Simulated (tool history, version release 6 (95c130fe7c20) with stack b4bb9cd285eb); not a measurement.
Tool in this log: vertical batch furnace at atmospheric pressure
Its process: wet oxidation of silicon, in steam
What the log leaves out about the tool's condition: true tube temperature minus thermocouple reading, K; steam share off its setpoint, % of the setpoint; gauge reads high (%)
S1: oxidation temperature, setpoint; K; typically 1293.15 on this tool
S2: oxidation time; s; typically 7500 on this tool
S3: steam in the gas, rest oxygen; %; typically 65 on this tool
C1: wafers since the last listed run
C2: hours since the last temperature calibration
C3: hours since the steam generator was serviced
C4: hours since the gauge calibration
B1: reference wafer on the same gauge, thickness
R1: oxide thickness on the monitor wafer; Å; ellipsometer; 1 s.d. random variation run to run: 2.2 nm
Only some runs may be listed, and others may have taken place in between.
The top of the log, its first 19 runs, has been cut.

{"run": 20, "hour": 976.8, "S1": 1293.15, "S2": 7500, "S3": 65, "C1": 577, "C2": 523.1, "C3": 160.9, "C4": 934.2, "B1": 554.03, "R1": 5208.7}
{"run": 21, "hour": 1045.3, "S1": 1275.15, "S2": 3870, "S3": 59, "C1": 585, "C2": 591.6, "C3": 229.4, "C4": 1002.7, "B1": 555.73, "R1": 2739.8}
{"run": 22, "hour": 1077.5, "S1": 1316.15, "S2": 7500, "S3": 65, "C1": 275, "C2": 623.8, "C3": 261.6, "C4": 1034.9, "B1": 554.23, "R1": 5857.4}
{"hour": 1097.5, "done": "gauge calibrated"}
{"run": 23, "hour": 1132.4, "S1": 1268.15, "S2": 4260, "S3": 72, "C1": 469, "C2": 678.7, "C3": 316.5, "C4": 34.9, "B1": 554.63, "R1": 3219.2}
{"run": 24, "hour": 1201.7, "S1": 1293.15, "S2": 7500, "S3": 57, "C1": 592, "C2": 748, "C3": 385.8, "C4": 104.2, "B1": 555.07, "R1": 4697.8}
{"run": 25, "hour": 1251.6, "S1": 1293.15, "S2": 7500, "S3": 65, "C1": 426, "C2": 797.9, "C3": 435.7, "C4": 154.1, "B1": 555.49, "R1": 5083.6}
{"run": 26, "hour": 1304.0, "S1": 1278.15, "S2": 5760, "S3": 71, "C1": 447, "C2": 850.3, "C3": 488.1, "C4": 206.5, "B1": 555.86, "R1": 4141.4}
{"run": 27, "hour": 1339.8, "S1": 1293.15, "S2": 7500, "S3": 65, "C1": 305, "C2": 886.1, "C3": 523.9, "C4": 242.3, "B1": 555.59, "R1": 5086.9}

Run 28 is up next; what results do you expect?
{"run": 28, "hour": 1384.7, "S1": 1305.15, "S2": 4800, "S3": 65, "C1": 383, "C2": 931, "C3": 568.8, "C4": 287.2, "B1": "?", "R1": "?"}

{"run 28": {"B1": 555.51, "R1": 4095}}
With the hidden condition absent and the run-to-run variation left alone, this run would have shown R1 4253.8 Å.

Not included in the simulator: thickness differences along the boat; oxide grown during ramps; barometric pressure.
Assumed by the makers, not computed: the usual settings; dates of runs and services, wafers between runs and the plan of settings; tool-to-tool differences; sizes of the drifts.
